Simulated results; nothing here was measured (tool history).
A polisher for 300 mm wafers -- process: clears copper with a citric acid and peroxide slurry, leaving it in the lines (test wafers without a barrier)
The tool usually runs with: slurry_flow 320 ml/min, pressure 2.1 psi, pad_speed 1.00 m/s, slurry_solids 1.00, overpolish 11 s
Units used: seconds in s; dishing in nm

run,hour,slurry_flow,pressure,pad_speed,slurry_solids,overpolish,"incoming thickness of the incoming film, nm",seconds,dishing
1,0.0,320,2.1,1.00,1.00,11,206.3,110.2,13.9
# hour 19.1: worn pad replaced by a new one
2,25.9,320,2.1,1.00,1.00,11,207.0,110.5,14.1
3,86.5,320,2.1,1.00,1.00,11,202.7,109.0,13.9
# hour 89.6: slurry blender recalibrated
4,197.0,320,2.1,1.00,1.00,11,201.5,107.9,13.9
# hour 211.8: worn pad replaced by a new one
5,241.3,320,2.1,1.00,1.00,11,203.8,105.7,13.4
6,278.9,320,2.1,1.00,1.00,11,205.1,106.5,13.6
7,320.2,320,2.1,1.00,1.00,11,205.1,112.3,13.7
8,351.9,320,2.1,1.00,1.00,11,205.5,111.4,13.8
# hour 371.5: slurry blender recalibrated
9,385.8,320,2.1,1.00,1.00,10,205.2,108.4,12.7
# hour 413.7: worn pad replaced by a new one
10,422.0,320,2.1,1.00,1.00,10,208.7,109.8,12.2
11,477.0,320,2.1,1.00,1.00,11,205.1,107.3,14.0
12,524.1,320,2.1,0.68,1.00,11,206.5,142.6,10.8
# hour 532.6: head pressure recalibrated
# hour 550.6: slurry nozzle cleaned
13,566.6,215,2.1,0.66,1.30,11,204.2,136.6,10.9
# hour 593.3: worn pad replaced by a new one
14,612.3,255,1.7,1.00,1.00,11,204.4,130.8,11.0
# hour 641.7: slurry blender recalibrated
15,683.8,285,2.1,1.00,0.85,11,203.2,113.3,13.2
16,712.9,320,2.1,1.00,1.00,11,204.6,109.5,13.8
17,746.6,320,1.8,1.16,0.80,13,203.0,118.7,14.9
# hour 754.9: worn pad replaced by a new one
18,783.5,230,1.7,0.76,1.00,11,204.1,162.2,9.4
19,820.1,355,2.6,1.16,1.00,11,203.5,76.9,19.2

Forecast run 20:
20,881.4,260,2.1,1.00,1.00,11,206.7,?,?

seconds: 112.6 s
dishing: 14.2 nm
The same run, on a tool lacking any hidden state, would have yielded seconds 112.6 s, dishing 14.2 nm.
